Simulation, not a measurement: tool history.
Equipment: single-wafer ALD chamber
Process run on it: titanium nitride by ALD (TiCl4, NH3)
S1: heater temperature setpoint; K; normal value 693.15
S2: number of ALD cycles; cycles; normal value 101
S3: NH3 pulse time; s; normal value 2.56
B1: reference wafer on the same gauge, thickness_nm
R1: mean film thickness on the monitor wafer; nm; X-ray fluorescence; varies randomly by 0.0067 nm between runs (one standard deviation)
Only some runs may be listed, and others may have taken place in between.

run     day      S1   S2    S3     B1     R1
  1   0.000  693.15  101  2.56  1.989  2.218
  2   3.096  693.15  101  2.56  1.994  2.243
  3   5.979  693.15  101  2.56  1.996  2.235
  4   9.696  693.15  101  2.56  1.998  2.244
  5  13.462  693.15   97  3.13  2.001  2.182
  6  16.242  693.15  101  2.56  2.003  2.251
  7  20.450  693.15  108  2.56  2.004  2.406
     21.158  -- thermocouple changed; heater temperature recalibrated
  8  22.371  693.15  108  2.56  2.005  2.412
  9  26.146  693.15  101  2.56  2.004  2.244
 10  29.612  698.15  118  2.11  2.005  2.617
     31.912  -- showerhead replaced
 11  34.075  693.15  101  2.56  2.005  2.252
 12  36.496  682.15  101  2.20  2.002  2.234
     38.850  -- gauge calibrated
 13  40.704  683.15   92  1.59  1.985  1.973
 14  44.217  693.15  117  2.56  1.989  2.584
 15  46.404  693.15  101  2.56  1.991  2.236
 16  49.071  702.15  101  2.56  1.996  2.247
 17  51.517  693.15  114  2.56  1.998  2.539
 18  54.533  693.15  101  2.13  1.998  2.237
 19  57.242  684.15   86  3.37  2.002  1.934

5 options for the next run, each taken on its own from the tool as it stands now. Forecast them:
  A  57.267  693.15  101  2.56   ?   ?
  B  57.267  687.15  107  2.56   ?   ?
  C  57.267  693.15  101  2.12   ?   ?
  D  57.267  693.15   90  2.56   ?   ?
  E  57.267  689.15  101  2.56   ?   ?

run     B1     R1
  A  2.004  2.245
  B  2.004  2.375
  C  2.004  2.229
  D  2.004  2.000
  E  2.004  2.243
What these runs would have given with no unlogged condition in the tool:
run     R1
  A  2.220
  B  2.349
  C  2.205
  D  1.978
  E  2.218
